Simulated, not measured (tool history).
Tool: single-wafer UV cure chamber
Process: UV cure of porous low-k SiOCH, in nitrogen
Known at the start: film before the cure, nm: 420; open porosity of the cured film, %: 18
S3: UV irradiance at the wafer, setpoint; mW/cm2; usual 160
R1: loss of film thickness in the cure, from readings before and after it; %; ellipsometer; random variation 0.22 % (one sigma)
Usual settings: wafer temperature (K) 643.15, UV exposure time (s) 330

run 1 hour=0 | wafer_temperature_(K)=643.15 UV_exposure_time_(s)=330 S3=191 | R1=14.811
run 2 hour=71.7 | wafer_temperature_(K)=643.15 UV_exposure_time_(s)=330 S3=191 | R1=15.182
run 3 hour=104 | wafer_temperature_(K)=643.15 UV_exposure_time_(s)=330 S3=191 | R1=14.588
run 4 hour=140 | wafer_temperature_(K)=651.15 UV_exposure_time_(s)=330 S3=160 | R1=14.057
run 5 hour=165.5 | wafer_temperature_(K)=651.15 UV_exposure_time_(s)=330 S3=160 | R1=13.727
-- hour=323.7 quartz window cleaned
run 6 hour=333.4 | wafer_temperature_(K)=651.15 UV_exposure_time_(s)=330 S3=160 | R1=14.446
run 7 hour=400.7 | wafer_temperature_(K)=643.15 UV_exposure_time_(s)=330 S3=186 | R1=15.387
run 8 hour=467.2 | wafer_temperature_(K)=643.15 UV_exposure_time_(s)=330 S3=160 | R1=14.013
run 9 hour=526.8 | wafer_temperature_(K)=643.15 UV_exposure_time_(s)=200 S3=160 | R1=11.798
-- hour=659.9 UV bulbs replaced
run 10 hour=684.3 | wafer_temperature_(K)=634.15 UV_exposure_time_(s)=330 S3=139 | R1=12.946
run 11 hour=752.6 | wafer_temperature_(K)=643.15 UV_exposure_time_(s)=330 S3=160 | R1=13.925
run 12 hour=801.5 | wafer_temperature_(K)=643.15 UV_exposure_time_(s)=330 S3=123 | R1=12.125
run 13 hour=870.5 | wafer_temperature_(K)=636.15 UV_exposure_time_(s)=470 S3=173 | R1=15.829
-- hour=962.3 quartz window cleaned
run 14 hour=1010 | wafer_temperature_(K)=648.15 UV_exposure_time_(s)=175 S3=177 | R1=11.689

Forecast each of these 5 alternatives for the next run:
run A hour=1010.5 | wafer_temperature_(K)=643.15 UV_exposure_time_(s)=330 S3=160 | R1=?
run B hour=1010.5 | wafer_temperature_(K)=643.15 UV_exposure_time_(s)=180 S3=149 | R1=?
run C hour=1010.5 | wafer_temperature_(K)=629.15 UV_exposure_time_(s)=495 S3=173 | R1=?
run D hour=1010.5 | wafer_temperature_(K)=643.15 UV_exposure_time_(s)=520 S3=124 | R1=?
run E hour=1010.5 | wafer_temperature_(K)=658.15 UV_exposure_time_(s)=330 S3=139 | R1=?

run=A R1=14.291
run=B R1=11.12
run=C R1=16.347
run=D R1=15.258
run=E R1=13.912
Without the tool's hidden state the same runs would have given:
run=A R1=14.506
run=B R1=11.322
run=C R1=16.565
run=D R1=15.475
run=E R1=14.126
